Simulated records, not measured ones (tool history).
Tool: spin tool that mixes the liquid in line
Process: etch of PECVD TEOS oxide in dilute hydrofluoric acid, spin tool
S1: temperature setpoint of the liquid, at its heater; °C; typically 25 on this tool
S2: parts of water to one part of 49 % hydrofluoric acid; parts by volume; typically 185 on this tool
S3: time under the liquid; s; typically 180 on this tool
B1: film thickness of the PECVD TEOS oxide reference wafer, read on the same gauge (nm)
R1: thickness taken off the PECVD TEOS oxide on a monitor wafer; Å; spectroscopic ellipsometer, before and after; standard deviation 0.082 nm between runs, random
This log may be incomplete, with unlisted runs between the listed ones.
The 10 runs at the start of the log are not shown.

-- day=17.362 thermometer replaced
run 11 day=19.333 | S1=25 S2=115 S3=180 | B1=59.98 | R1=407.5
run 12 day=20.979 | S1=25 S2=115 S3=180 | B1=60.02 | R1=405.2
run 13 day=23.767 | S1=25 S2=115 S3=180 | B1=60.03 | R1=405
run 14 day=24.871 | S1=21 S2=185 S3=180 | B1=60.03 | R1=198.3
run 15 day=27.158 | S1=21 S2=185 S3=180 | B1=60.01 | R1=198.2
run 16 day=28.5 | S1=21 S2=185 S3=180 | B1=60.02 | R1=197.9
run 17 day=30.438 | S1=29.5 S2=185 S3=95 | B1=60 | R1=143.2
run 18 day=38.525 | S1=23.5 S2=185 S3=210 | B1=59.97 | R1=247.9
run 19 day=41.383 | S1=25 S2=235 S3=180 | B1=59.98 | R1=167.9
-- day=47.638 thermometer replaced
-- day=48.125 gauge calibrated
run 20 day=50.342 | S1=25 S2=185 S3=180 | B1=59.98 | R1=232.7
run 21 day=53.246 | S1=28.5 S2=120 S3=100 | B1=59.94 | R1=244.1
run 22 day=54.342 | S1=25 S2=120 S3=180 | B1=59.99 | R1=385.1
-- day=55.5 hydrofluoric acid flow meter replaced
run 23 day=56.792 | S1=23 S2=185 S3=135 | B1=60.03 | R1=160.6
run 24 day=59.383 | S1=25 S2=115 S3=180 | B1=59.99 | R1=400.7
run 25 day=62.179 | S1=29 S2=185 S3=180 | B1=59.97 | R1=266
run 26 day=64.029 | S1=27 S2=150 S3=180 | B1=59.96 | R1=316.2
run 27 day=65.671 | S1=25 S2=185 S3=180 | B1=59.97 | R1=226.1
run 28 day=68.358 | S1=25 S2=185 S3=215 | B1=59.98 | R1=269.5
run 29 day=69.6 | S1=28.5 S2=230 S3=75 | B1=59.98 | R1=81.4
-- day=70.792 thermometer replaced
run 30 day=72.983 | S1=23 S2=245 S3=180 | B1=59.99 | R1=153.8
run 31 day=74.075 | S1=25 S2=185 S3=180 | B1=60 | R1=233.2

Run 32 comes next. What will it give?
run 32 day=76.412 | S1=20.5 S2=235 S3=275 | B1=? | R1=?

{"run 32": {"B1": 59.98, "R1": 223.6}}
With no hidden state in the tool, this same run would have given R1 226.8 Å.
